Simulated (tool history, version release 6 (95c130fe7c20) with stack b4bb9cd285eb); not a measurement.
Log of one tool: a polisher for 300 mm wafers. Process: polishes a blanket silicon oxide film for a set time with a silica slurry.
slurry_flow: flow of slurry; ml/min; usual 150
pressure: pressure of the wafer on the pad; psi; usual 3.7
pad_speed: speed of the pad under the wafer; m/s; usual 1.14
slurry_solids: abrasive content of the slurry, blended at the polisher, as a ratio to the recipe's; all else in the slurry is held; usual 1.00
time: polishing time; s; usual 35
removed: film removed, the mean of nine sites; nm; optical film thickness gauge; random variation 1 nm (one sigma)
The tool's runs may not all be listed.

run    hour  slurry_flow  pressure  pad_speed  slurry_solids  time  incoming thickness of the incoming film, nm  removed
  1     0.0          150       3.7       1.14           1.00    35                                       1162.8     91.9
  2    83.9          150       3.7       1.14           1.00    35                                       1155.2     88.7
       91.3  -- slurry blender recalibrated
  3   128.2          150       3.7       1.14           1.00    35                                       1171.1     88.5
      154.9  -- conditioning disc replaced and pad reconditioned
  4   200.6          150       3.7       1.14           1.00    35                                       1136.1     86.4
      242.7  -- worn pad replaced by a new one
  5   270.4          150       3.7       1.14           1.00    35                                       1136.9     84.1
  6   348.8          150       3.7       1.14           1.00    35                                       1148.4     82.6
      365.9  -- slurry blender recalibrated
      395.4  -- head pressure recalibrated
  7   433.9          150       4.4       1.14           1.00    35                                       1136.9    111.7
      544.2  -- worn pad replaced by a new one
      563.6  -- conditioning disc replaced and pad reconditioned
      586.1  -- slurry nozzle cleaned
  8   599.6          150       4.4       1.14           1.00    35                                       1148.4    105.5
      671.0  -- slurry blender recalibrated
  9   684.4          150       3.7       1.14           1.00    33                                       1152.0     80.1
      763.5  -- head pressure recalibrated
 10   768.9          150       3.4       1.48           0.75    35                                       1165.4     73.2
 11   836.2          150       3.7       1.14           1.00    33                                       1150.0     85.0
      843.2  -- worn pad replaced by a new one, of another model than before
 12   932.3          150       3.7       1.14           1.00    35                                       1144.0     88.6
      975.2  -- slurry blender recalibrated
 13   976.3          150       3.7       1.14           0.90    35                                       1137.4     80.8
     1023.3  -- conditioning disc replaced and pad reconditioned
 14  1025.0          150       3.7       1.14           1.00    33                                       1157.5     83.6
 15  1086.9          150       2.7       1.14           1.00    35                                       1138.6     70.4

The next listed run, before its measurement:
     1103.5  -- worn pad replaced by a new one
     1140.2  -- head pressure recalibrated
 16  1177.1          150       3.7       1.14           1.15    35                                       1144.2        ?

{"run 16": {"removed": 102.1}}
Without the tool's hidden state the same run would have given removed 103.0 nm.
